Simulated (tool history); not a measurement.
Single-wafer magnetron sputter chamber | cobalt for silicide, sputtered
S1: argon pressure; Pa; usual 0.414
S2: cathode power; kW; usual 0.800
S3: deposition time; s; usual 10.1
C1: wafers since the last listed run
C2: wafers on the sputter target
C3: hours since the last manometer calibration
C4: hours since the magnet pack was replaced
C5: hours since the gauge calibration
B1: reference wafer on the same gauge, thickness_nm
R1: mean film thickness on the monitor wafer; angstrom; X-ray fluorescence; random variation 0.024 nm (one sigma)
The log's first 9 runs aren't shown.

run	hour	S1	S2	S3	C1	C2	C3	C4	C5	B1	R1
10	140.5	0.414	0.800	9.1	1067	1095	1916.4	3570.8	437.1	4.594	36.73
# hour 142.3: gauge calibrated
11	150.0	0.414	0.800	10.1	220	1315	1925.9	3580.3	7.7	4.590	40.37
12	167.3	0.414	0.800	10.1	401	1716	1943.2	3597.6	25.0	4.596	40.32
# hour 188.7: capacitance manometer re-zeroed and calibrated
13	189.2	0.414	0.800	10.1	322	2039	0.5	3619.5	46.9	4.588	39.73
14	195.9	0.414	0.800	10.1	155	2194	7.2	3626.2	53.6	4.587	38.93
# hour 206.6: sputter target and shields replaced
15	212.5	0.414	0.800	8.7	199	137	23.8	3642.8	70.2	4.592	35.32
16	218.7	0.414	0.800	8.7	143	281	30.0	3649.0	76.4	4.587	35.31
17	225.0	0.414	0.950	10.6	146	427	36.3	3655.3	82.7	4.597	50.99
18	233.0	0.290	0.900	10.1	185	612	44.3	3663.3	90.7	4.590	48.22
19	244.7	0.525	0.600	9.3	271	884	56.0	3675.0	102.4	4.593	26.58
20	252.0	0.287	0.800	10.1	169	1053	63.3	3682.3	109.7	4.592	42.52
21	261.8	0.465	0.700	11.1	227	1281	73.1	3692.1	119.5	4.591	37.83
22	268.7	0.325	0.800	10.1	160	1441	80.0	3699.0	126.4	4.595	41.50
23	284.9	0.414	0.800	11.7	375	1816	96.2	3715.2	142.6	4.592	45.73
24	291.3	0.525	0.600	9.3	148	1965	102.6	3721.6	149.0	4.593	25.72
# hour 303.7: sputter target and shields replaced
# hour 310.4: magnet pack replaced
25	310.9	0.285	0.700	9.3	114	11	122.2	0.5	168.6	4.591	35.37
26	345.0	0.328	0.950	9.1	791	802	156.3	34.6	202.7	4.594	44.97
27	353.0	0.414	0.800	10.1	185	988	164.3	42.6	210.7	4.592	41.07
28	378.1	0.537	0.800	10.1	582	1570	189.4	67.7	235.8	4.587	37.98
29	415.0	0.538	0.800	11.0	856	2426	226.3	104.6	272.7	4.590	40.94
# hour 427.5: sputter target and shields replaced
30	428.0	0.532	0.950	8.8	116	10	239.3	117.6	285.7	4.591	41.09
31	433.4	0.414	0.800	8.9	125	136	244.7	123.0	291.1	4.591	36.61
32	445.0	0.262	0.900	10.1	269	405	256.3	134.6	302.7	4.591	49.72

3 ways to go on from here, each from the tool as it stands after run 32. What would each give?
A	445.4	0.575	0.800	10.1	9	414	256.7	135.0	303.1	?	?
B	445.4	0.289	0.600	10.1	9	414	256.7	135.0	303.1	?	?
C	445.4	0.414	0.950	10.1	9	414	256.7	135.0	303.1	?	?

run	B1	R1
A	4.590	39.04
B	4.590	32.90
C	4.590	49.47
Without the tool's hidden state the same runs would have given:
run	R1
A	39.58
B	33.35
C	50.16

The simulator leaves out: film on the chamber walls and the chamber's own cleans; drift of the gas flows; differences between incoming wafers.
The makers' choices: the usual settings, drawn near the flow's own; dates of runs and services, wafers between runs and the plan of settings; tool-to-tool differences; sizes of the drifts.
